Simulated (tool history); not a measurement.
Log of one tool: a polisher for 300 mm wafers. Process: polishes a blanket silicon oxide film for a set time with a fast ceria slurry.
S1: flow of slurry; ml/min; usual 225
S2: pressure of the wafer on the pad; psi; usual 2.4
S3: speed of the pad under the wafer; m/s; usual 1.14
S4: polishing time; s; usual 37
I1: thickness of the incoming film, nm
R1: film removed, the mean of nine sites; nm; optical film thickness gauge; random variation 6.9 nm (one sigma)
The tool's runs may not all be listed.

{"run": 1, "hour": 0.0, "S1": 225, "S2": 2.4, "S3": 1.04, "S4": 37, "I1": 1658.5, "R1": 413.1}
{"run": 2, "hour": 36.7, "S1": 225, "S2": 2.4, "S3": 1.22, "S4": 37, "I1": 1661.3, "R1": 470.4}
{"run": 3, "hour": 77.5, "S1": 225, "S2": 2.4, "S3": 1.14, "S4": 37, "I1": 1671.5, "R1": 439.2}
{"hour": 81.5, "done": "worn pad replaced by a new one"}
{"hour": 92.6, "done": "slurry nozzle cleaned"}
{"run": 4, "hour": 133.6, "S1": 225, "S2": 2.4, "S3": 1.14, "S4": 37, "I1": 1663.7, "R1": 434.1}
{"hour": 142.6, "done": "head pressure recalibrated"}
{"run": 5, "hour": 162.2, "S1": 190, "S2": 2.4, "S3": 1.14, "S4": 37, "I1": 1679.4, "R1": 474.6}
{"run": 6, "hour": 232.5, "S1": 190, "S2": 2.4, "S3": 1.14, "S4": 37, "I1": 1667.2, "R1": 469.4}
{"run": 7, "hour": 267.4, "S1": 190, "S2": 2.4, "S3": 1.14, "S4": 37, "I1": 1655.8, "R1": 460.4}
{"run": 8, "hour": 297.0, "S1": 225, "S2": 2.4, "S3": 1.14, "S4": 37, "I1": 1658.9, "R1": 461.6}
{"run": 9, "hour": 342.5, "S1": 225, "S2": 2.4, "S3": 1.14, "S4": 37, "I1": 1690.2, "R1": 450.4}
{"hour": 373.3, "done": "worn pad replaced by a new one, of another model than before"}
{"run": 10, "hour": 379.3, "S1": 225, "S2": 2.4, "S3": 1.14, "S4": 37, "I1": 1651.2, "R1": 442.5}
{"run": 11, "hour": 430.9, "S1": 225, "S2": 2.4, "S3": 1.14, "S4": 37, "I1": 1671.3, "R1": 440.9}
{"run": 12, "hour": 461.3, "S1": 225, "S2": 2.7, "S3": 1.14, "S4": 37, "I1": 1634.4, "R1": 481.6}
{"run": 13, "hour": 532.3, "S1": 265, "S2": 2.4, "S3": 1.14, "S4": 45, "I1": 1667.1, "R1": 528.3}
{"hour": 533.3, "done": "slurry nozzle cleaned"}
{"hour": 583.1, "done": "head pressure recalibrated"}
{"run": 14, "hour": 614.8, "S1": 245, "S2": 2.9, "S3": 1.14, "S4": 37, "I1": 1637.9, "R1": 569.0}
{"hour": 632.9, "done": "worn pad replaced by a new one"}
{"run": 15, "hour": 647.0, "S1": 290, "S2": 2.4, "S3": 1.14, "S4": 37, "I1": 1682.1, "R1": 483.2}
{"run": 16, "hour": 797.0, "S1": 225, "S2": 2.4, "S3": 0.74, "S4": 48, "I1": 1640.8, "R1": 416.7}
{"hour": 910.6, "done": "worn pad replaced by a new one"}
{"run": 17, "hour": 924.1, "S1": 175, "S2": 2.2, "S3": 1.14, "S4": 37, "I1": 1644.4, "R1": 386.1}
{"hour": 951.5, "done": "head pressure recalibrated"}
{"run": 18, "hour": 968.7, "S1": 245, "S2": 2.9, "S3": 1.14, "S4": 37, "I1": 1645.4, "R1": 564.9}
{"hour": 984.5, "done": "slurry nozzle cleaned"}
{"run": 19, "hour": 1003.9, "S1": 225, "S2": 2.4, "S3": 1.04, "S4": 37, "I1": 1663.1, "R1": 442.5}
{"run": 20, "hour": 1074.5, "S1": 225, "S2": 2.4, "S3": 1.14, "S4": 37, "I1": 1664.1, "R1": 463.9}
{"run": 21, "hour": 1119.3, "S1": 265, "S2": 3.0, "S3": 1.14, "S4": 26, "I1": 1693.2, "R1": 404.3}
{"run": 22, "hour": 1150.1, "S1": 285, "S2": 2.4, "S3": 1.14, "S4": 37, "I1": 1654.8, "R1": 473.9}
{"run": 23, "hour": 1183.8, "S1": 225, "S2": 2.7, "S3": 0.92, "S4": 31, "I1": 1661.5, "R1": 365.1}
{"run": 24, "hour": 1213.8, "S1": 225, "S2": 1.6, "S3": 1.36, "S4": 33, "I1": 1646.7, "R1": 324.7}
{"hour": 1224.8, "done": "worn pad replaced by a new one"}
{"run": 25, "hour": 1244.0, "S1": 190, "S2": 2.4, "S3": 1.14, "S4": 37, "I1": 1651.3, "R1": 435.3}
{"run": 26, "hour": 1285.2, "S1": 280, "S2": 2.4, "S3": 1.14, "S4": 25, "I1": 1655.7, "R1": 308.9}
{"run": 27, "hour": 1414.8, "S1": 225, "S2": 2.4, "S3": 1.14, "S4": 37, "I1": 1662.6, "R1": 430.1}
{"hour": 1432.6, "done": "head pressure recalibrated"}
{"hour": 1438.1, "done": "slurry nozzle cleaned"}
{"run": 28, "hour": 1475.6, "S1": 225, "S2": 3.2, "S3": 1.3, "S4": 47, "I1": 1648.5, "R1": 839.2}
{"hour": 1494.9, "done": "worn pad replaced by a new one"}
{"run": 29, "hour": 1521.6, "S1": 175, "S2": 2.4, "S3": 0.98, "S4": 37, "I1": 1664.7, "R1": 383.3}

The same runs without the tool's hidden state, with the same run-to-run variation:
The hidden state here: removal rate lost through wear of the pad, %; slurry flow missing at the pad, %; deviation of the head's pressure from its setpoint, %.
run=1 R1=440.7
run=2 R1=505.9
run=3 R1=476.6
run=4 R1=477.0
run=5 R1=477.7
run=6 R1=479.4
run=7 R1=473.6
run=8 R1=477.8
run=9 R1=470.7
run=10 R1=472.4
run=11 R1=477.4
run=12 R1=525.8
run=13 R1=588.4
run=14 R1=581.5
run=15 R1=498.0
run=16 R1=447.1
run=17 R1=429.1
run=18 R1=563.7
run=19 R1=445.6
run=20 R1=475.8
run=21 R1=419.6
run=22 R1=495.8
run=23 R1=385.4
run=24 R1=345.6
run=25 R1=467.0
run=26 R1=335.2
run=27 R1=484.1
run=28 R1=864.0
run=29 R1=399.4

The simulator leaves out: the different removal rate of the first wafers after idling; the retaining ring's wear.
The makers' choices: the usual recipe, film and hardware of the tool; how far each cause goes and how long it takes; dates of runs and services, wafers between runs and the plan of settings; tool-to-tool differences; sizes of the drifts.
